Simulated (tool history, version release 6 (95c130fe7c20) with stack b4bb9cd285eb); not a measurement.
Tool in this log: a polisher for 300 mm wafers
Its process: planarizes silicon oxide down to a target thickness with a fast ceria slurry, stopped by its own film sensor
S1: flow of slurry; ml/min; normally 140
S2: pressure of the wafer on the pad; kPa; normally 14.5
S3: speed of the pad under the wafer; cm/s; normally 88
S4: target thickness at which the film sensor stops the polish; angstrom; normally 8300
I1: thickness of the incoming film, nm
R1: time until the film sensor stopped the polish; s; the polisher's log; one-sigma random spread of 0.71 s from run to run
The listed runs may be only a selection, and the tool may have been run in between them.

Run 1, day 0.000: usual settings; I1 1566.4. Result: R1 64.4 s.
Run 2, day 2.633: usual settings; I1 1552.8. Result: R1 63.2 s.
Run 3, day 6.388: usual settings but S2 18.6 kPa; I1 1537.0. Result: R1 48.9 s.
Run 4, day 10.717: usual settings but S2 18.6 kPa; I1 1575.2. Result: R1 52.9 s.
Run 5, day 13.750: usual settings; I1 1551.2. Result: R1 64.2 s.
At day 14.004: worn pad replaced by a new one.
At day 14.612: slurry nozzle cleaned.
At day 17.275: head pressure recalibrated.
Run 6, day 17.404: usual settings; I1 1565.8. Result: R1 60.3 s.
Run 7, day 21.133: usual settings; I1 1567.4. Result: R1 63.7 s.
Run 8, day 22.867: usual settings; I1 1547.3. Result: R1 61.5 s.
Run 9, day 26.617: usual settings; I1 1562.7. Result: R1 64.4 s.
Run 10, day 29.692: usual settings; I1 1559.7. Result: R1 64.0 s.
Run 11, day 32.242: usual settings; I1 1527.2. Result: R1 62.0 s.
Run 12, day 35.229: usual settings but S4 7740 angstrom; I1 1566.6. Result: R1 71.1 s.
At day 35.754: slurry nozzle cleaned.
Run 13, day 37.488: usual settings; I1 1578.1. Result: R1 67.6 s.
At day 37.975: worn pad replaced by a new one.
Run 14, day 41.571: usual settings; I1 1543.3. Result: R1 58.6 s.
Run 15, day 43.275: usual settings; I1 1566.1. Result: R1 60.4 s.
Run 16, day 47.567: usual settings but S3 96 cm/s, S4 7150 angstrom; I1 1554.3. Result: R1 64.6 s.
Run 17, day 49.621: usual settings but S1 170 ml/min; I1 1528.9. Result: R1 59.6 s.
At day 50.600: head pressure recalibrated.
Run 18, day 51.396: usual settings but S1 170 ml/min; I1 1566.1. Result: R1 61.3 s.
Run 19, day 53.667: usual settings but S1 160 ml/min, S2 10.3 kPa; I1 1554.4. Result: R1 89.2 s.
Run 20, day 55.967: usual settings; I1 1551.0. Result: R1 62.6 s.
At day 58.158: slurry nozzle cleaned.
Run 21, day 58.179: usual settings but S1 125 ml/min, S2 12.4 kPa, S3 104 cm/s, S4 6390 angstrom; I1 1583.6. Result: R1 81.6 s.
At day 58.954: worn pad replaced by a new one.
Run 22, day 61.083: usual settings but S1 100 ml/min, S2 10.3 kPa, S3 70 cm/s, S4 10380 angstrom; I1 1531.9. Result: R1 74.7 s.
Run 23, day 64.417: usual settings but S1 125 ml/min, S2 18.6 kPa, S3 116 cm/s, S4 10040 angstrom; I1 1574.7. Result: R1 28.1 s.
Run 24, day 66.083: usual settings but S1 160 ml/min, S2 17.9 kPa; I1 1564.3. Result: R1 49.5 s.
Run 25, day 69.754: usual settings but S1 125 ml/min, S2 18.6 kPa, S3 96 cm/s, S4 6110 angstrom; I1 1551.4. Result: R1 59.0 s.
Run 26, day 72.129: usual settings but S1 120 ml/min, S4 9520 angstrom; I1 1556.1. Result: R1 53.6 s.
Run 27, day 78.512: usual settings but S2 18.6 kPa; I1 1549.6. Result: R1 49.5 s.
Run 28, day 82.092: usual settings but S1 115 ml/min, S2 17.9 kPa; I1 1553.2. Result: R1 53.5 s.
At day 83.142: worn pad replaced by a new one.
At day 83.800: slurry nozzle cleaned.
At day 83.938: head pressure recalibrated.
Run 29, day 89.288: usual settings; I1 1564.6. Result: R1 61.8 s.
Run 30, day 90.938: usual settings but S1 160 ml/min, S4 6410 angstrom; I1 1539.6. Result: R1 73.1 s.
Run 31, day 93.092: usual settings but S1 160 ml/min, S3 114 cm/s, S4 6520 angstrom; I1 1534.7. Result: R1 56.1 s.
Run 32, day 96.854: usual settings; I1 1551.2. Result: R1 62.4 s.
Run 33, day 101.112: usual settings but S1 100 ml/min, S2 17.9 kPa, S3 110 cm/s, S4 6670 angstrom; I1 1567.6. Result: R1 53.1 s.
Run 34, day 104.708: usual settings but S1 125 ml/min, S3 68 cm/s, S4 10820 angstrom; I1 1573.0. Result: R1 56.9 s.
At day 107.012: slurry nozzle cleaned.
Run 35, day 108.138: usual settings but S1 160 ml/min, S3 72 cm/s; I1 1576.4. Result: R1 77.7 s.
At day 109.742: worn pad replaced by a new one.
Run 36, day 111.558: usual settings; I1 1537.8. Result: R1 56.2 s.
Run 37, day 114.162: usual settings; I1 1591.2. Result: R1 63.5 s.

For some of the steps in R1 from one run to the next: how much would appear even if the tool had no hidden state, given the settings, what came in and random variation, and how much remains for the hidden state plus any gauge scatter that the measured result and the result without hidden state don't share?
Hidden state present: removal rate lost through wear of the pad, %; slurry flow missing at the pad, %; deviation of the head's pressure from its setpoint, %.
Run 13 -> 14: worn pad replaced by a new one. R1 -9.0 s: hidden state -6.2, all else -2.8.
Run 18 -> 19: S1 170 -> 160, S2 14.5 -> 10.3. R1 +27.9 s: hidden state +3.7, all else +24.2.
Run 19 -> 20: S1 160 -> 140, S2 10.3 -> 14.5. R1 -26.6 s: hidden state -2.9, all else -23.7.
Run 21 -> 22: S1 125 -> 100, S2 12.4 -> 10.3, S3 104 -> 70, S4 6390 -> 10380, worn pad replaced by a new one. R1 -6.9 s: hidden state -7.3, all else +0.4.
Run 22 -> 23: S1 100 -> 125, S2 10.3 -> 18.6, S3 70 -> 116, S4 10380 -> 10040. R1 -46.6 s: hidden state -0.9, all else -45.7.
Run 35 -> 36: S1 160 -> 140, S3 72 -> 88, worn pad replaced by a new one. R1 -21.5 s: hidden state -7.1, all else -14.4.
